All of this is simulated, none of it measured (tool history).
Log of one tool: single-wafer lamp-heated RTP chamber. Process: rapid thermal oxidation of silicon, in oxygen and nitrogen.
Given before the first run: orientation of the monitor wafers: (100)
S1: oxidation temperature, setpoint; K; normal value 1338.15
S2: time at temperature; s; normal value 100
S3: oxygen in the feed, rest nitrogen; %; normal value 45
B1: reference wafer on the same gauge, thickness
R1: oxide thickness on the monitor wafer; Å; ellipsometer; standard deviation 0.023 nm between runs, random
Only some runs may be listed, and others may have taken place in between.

run 1 hour=0.0 | S1=1317.15 S2=100 S3=45 | B1=9.166 | R1=77.21
run 2 hour=10.0 | S1=1317.15 S2=100 S3=45 | B1=9.174 | R1=76.94
run 3 hour=16.2 | S1=1317.15 S2=100 S3=45 | B1=9.165 | R1=77.56
run 4 hour=22.5 | S1=1338.15 S2=100 S3=45 | B1=9.171 | R1=89.02
run 5 hour=35.2 | S1=1338.15 S2=100 S3=45 | B1=9.175 | R1=89.16
-- hour=39.6 gauge calibrated
run 6 hour=47.7 | S1=1338.15 S2=100 S3=45 | B1=9.170 | R1=89.16
run 7 hour=54.5 | S1=1318.15 S2=100 S3=45 | B1=9.171 | R1=77.44
run 8 hour=69.8 | S1=1318.15 S2=100 S3=45 | B1=9.162 | R1=77.48
-- hour=84.4 pyrometer window cleaned and pyrometer calibrated
run 9 hour=84.9 | S1=1318.15 S2=100 S3=45 | B1=9.164 | R1=77.59
run 10 hour=90.0 | S1=1328.15 S2=118 S3=45 | B1=9.170 | R1=89.28
run 11 hour=99.8 | S1=1350.15 S2=141 S3=62 | B1=9.165 | R1=126.49
run 12 hour=116.0 | S1=1338.15 S2=100 S3=45 | B1=9.169 | R1=88.84
-- hour=130.5 oxygen flow controller replaced
run 13 hour=131.0 | S1=1318.15 S2=100 S3=45 | B1=9.169 | R1=77.69
run 14 hour=138.3 | S1=1364.15 S2=100 S3=55 | B1=9.174 | R1=113.81
run 15 hour=145.2 | S1=1355.15 S2=100 S3=45 | B1=9.172 | R1=99.72
run 16 hour=155.9 | S1=1338.15 S2=100 S3=45 | B1=9.165 | R1=89.13
-- hour=159.0 gauge calibrated
run 17 hour=171.9 | S1=1338.15 S2=143 S3=45 | B1=9.173 | R1=105.26
run 18 hour=182.1 | S1=1338.15 S2=100 S3=45 | B1=9.176 | R1=89.11
run 19 hour=194.1 | S1=1338.15 S2=119 S3=37 | B1=9.178 | R1=90.04
run 20 hour=200.2 | S1=1338.15 S2=100 S3=37 | B1=9.173 | R1=83.08

Branching from run 20: 5 alternative next runs. What would each branch give?
run A hour=200.6 | S1=1319.15 S2=100 S3=45 | B1=? | R1=?
run B hour=200.6 | S1=1338.15 S2=100 S3=69 | B1=? | R1=?
run C hour=200.6 | S1=1315.15 S2=68 S3=45 | B1=? | R1=?
run D hour=200.6 | S1=1367.15 S2=68 S3=18 | B1=? | R1=?
run E hour=200.6 | S1=1316.15 S2=143 S3=24 | B1=? | R1=?

run=A B1=9.167 R1=78.24
run=B B1=9.167 R1=103.80
run=C B1=9.167 R1=64.11
run=D B1=9.167 R1=65.45
run=E B1=9.167 R1=72.09
Without the tool's unlogged condition, the same runs would have read:
run=A R1=78.24
run=B R1=103.80
run=C R1=64.11
run=D R1=65.45
run=E R1=72.09
